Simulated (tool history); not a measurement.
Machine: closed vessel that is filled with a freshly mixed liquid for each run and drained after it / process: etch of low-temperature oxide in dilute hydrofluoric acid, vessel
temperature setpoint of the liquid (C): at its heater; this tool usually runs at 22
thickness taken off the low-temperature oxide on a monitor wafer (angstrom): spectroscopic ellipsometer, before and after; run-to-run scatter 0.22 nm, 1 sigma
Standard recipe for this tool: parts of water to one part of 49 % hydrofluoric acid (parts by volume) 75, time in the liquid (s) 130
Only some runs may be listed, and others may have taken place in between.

run     day  temperature setpoint of the liquid (C)  parts of water to one part of 49 % hydrofluoric acid (parts by volume)  time in the liquid (s)  wafers since the last listed run  hours since the thermometer was replaced  hours since the hydrofluoric acid flow meter was replaced  hours since the gauge calibration  read-back film thickness of the low-temperature oxide reference wafer, read on the same gauge (nm)  thickness taken off the low-temperature oxide on a monitor wafer (angstrom)
  1       0                                      20                                                                      75                     130                                 0                                    1223.5                                                      753.1                              968.3                                                                                              119.99                                                                          276
      1.746  -- thermometer replaced
  2   3.925                                      20                                                                      75                     130                              7069                                      52.3                                                      847.3                             1062.5                                                                                              119.99                                                                          256
  3   6.492                                      20                                                                      75                     130                              4672                                     113.9                                                      908.9                             1124.1                                                                                              119.98                                                                        256.6
  4   8.183                                      22                                                                      75                     130                              3079                                     154.5                                                      949.5                             1164.7                                                                                                 120                                                                        275.5
  5  10.429                                      22                                                                      75                     130                              4088                                     208.4                                                     1003.4                             1218.6                                                                                              119.99                                                                        277.2
  6   12.55                                      22                                                                      75                     130                              3860                                     259.3                                                     1054.3                             1269.5                                                                                                 120                                                                        282.9
  7  16.429                                      22                                                                      75                     130                              7062                                     352.4                                                     1147.4                             1362.6                                                                                                 120                                                                        281.7
  8  18.871                                      22                                                                      75                     130                              4445                                       411                                                       1206                             1421.2                                                                                              119.98                                                                        283.8
  9  22.025                                      22                                                                      75                     155                              5742                                     486.7                                                     1281.7                             1496.9                                                                                                 120                                                                        340.1
 10  25.438                                      22                                                                      75                     155                              6212                                     568.6                                                     1363.6                             1578.8                                                                                              119.98                                                                        340.1
 11  28.492                                      22                                                                      75                     155                              5560                                     641.9                                                     1436.9                             1652.1                                                                                              119.99                                                                        341.8
 12    32.8                                      22                                                                      75                     180                              7843                                     745.3                                                     1540.3                             1755.5                                                                                              119.99                                                                        407.1
 13    37.2                                      22                                                                      75                     180                              8010                                     850.9                                                     1645.9                             1861.1                                                                                              120.01                                                                        406.6
 14  39.129                                      18                                                                      75                      80                              3512                                     897.2                                                     1692.2                             1907.4                                                                                              120.03                                                                        155.5
 15  43.238                                      22                                                                      65                     195                              7479                                     995.8                                                     1790.8                               2006                                                                                                 120                                                                        523.6
     45.033  -- hydrofluoric acid flow meter replaced
 16  47.058                                    26.5                                                                      40                      60                              6880                                    1087.5                                                       48.6                             2097.7                                                                                              120.03                                                                        327.4
     47.425  -- gauge calibrated
 17   49.95                                    17.5                                                                      55                     130                              5264                                    1156.9                                                        118                               60.6                                                                                              119.99                                                                        351.8
 18  52.496                                      22                                                                      75                     130                              4634                                      1218                                                      179.1                              121.7                                                                                                 120                                                                        304.9
     53.425  -- thermometer replaced
 19  54.992                                    24.5                                                                     105                     130                              4467                                      37.6                                                        239                              181.6                                                                                              120.01                                                                        208.9
 20  57.683                                      22                                                                      45                     180                              4900                                     102.2                                                      303.6                              246.2                                                                                              120.02                                                                        666.9
 21  60.646                                    19.5                                                                      50                     190                              5393                                     173.3                                                      374.7                              317.3                                                                                              120.01                                                                        576.2
 22  64.204                                    19.5                                                                      50                     190                              6477                                     258.7                                                      460.1                              402.7                                                                                              120.02                                                                        579.6
 23  67.846                                      22                                                                      55                     210                              6629                                     346.1                                                      547.5                              490.1                                                                                              119.99                                                                        653.4
 24  70.779                                      26                                                                      75                     130                              5340                                     416.5                                                      617.9                              560.5                                                                                              120.02                                                                        336.4
 25  75.262                                      22                                                                      50                      70                              8161                                     524.1                                                      725.5                              668.1                                                                                              119.97                                                                        242.2
 26  78.279                                      22                                                                      85                      95                              5491                                     596.5                                                      797.9                              740.5                                                                                              120.02                                                                          186

How would selected steps in thickness taken off the low-temperature oxide on a monitor wafer (angstrom) from run to run divide? Give the signed amount a tool lacking its hidden state would still show from settings, what came in and random variation, and the signed amount left for the hidden state, including any gauge scatter that is not in both of the compared results.
Hidden state at play: liquid hotter than its thermometer reads (K); hydrofluoric acid flow below the setpoint (%); gauge reads high (%).
Run 14 -> 15: temperature setpoint of the liquid (C) 18 -> 22, parts of water to one part of 49 % hydrofluoric acid (parts by volume) 75 -> 65, time in the liquid (s) 80 -> 195. thickness taken off the low-temperature oxide on a monitor wafer (angstrom) +368.1: hidden state +33.8, all else +334.3.
Run 18 -> 19: temperature setpoint of the liquid (C) 22 -> 24.5, parts of water to one part of 49 % hydrofluoric acid (parts by volume) 75 -> 105, thermometer replaced. thickness taken off the low-temperature oxide on a monitor wafer (angstrom) -96: hidden state -28.4, all else -67.6.
Run 19 -> 20: temperature setpoint of the liquid (C) 24.5 -> 22, parts of water to one part of 49 % hydrofluoric acid (parts by volume) 105 -> 45, time in the liquid (s) 130 -> 180. thickness taken off the low-temperature oxide on a monitor wafer (angstrom) +458: hidden state +13.2, all else +444.8.

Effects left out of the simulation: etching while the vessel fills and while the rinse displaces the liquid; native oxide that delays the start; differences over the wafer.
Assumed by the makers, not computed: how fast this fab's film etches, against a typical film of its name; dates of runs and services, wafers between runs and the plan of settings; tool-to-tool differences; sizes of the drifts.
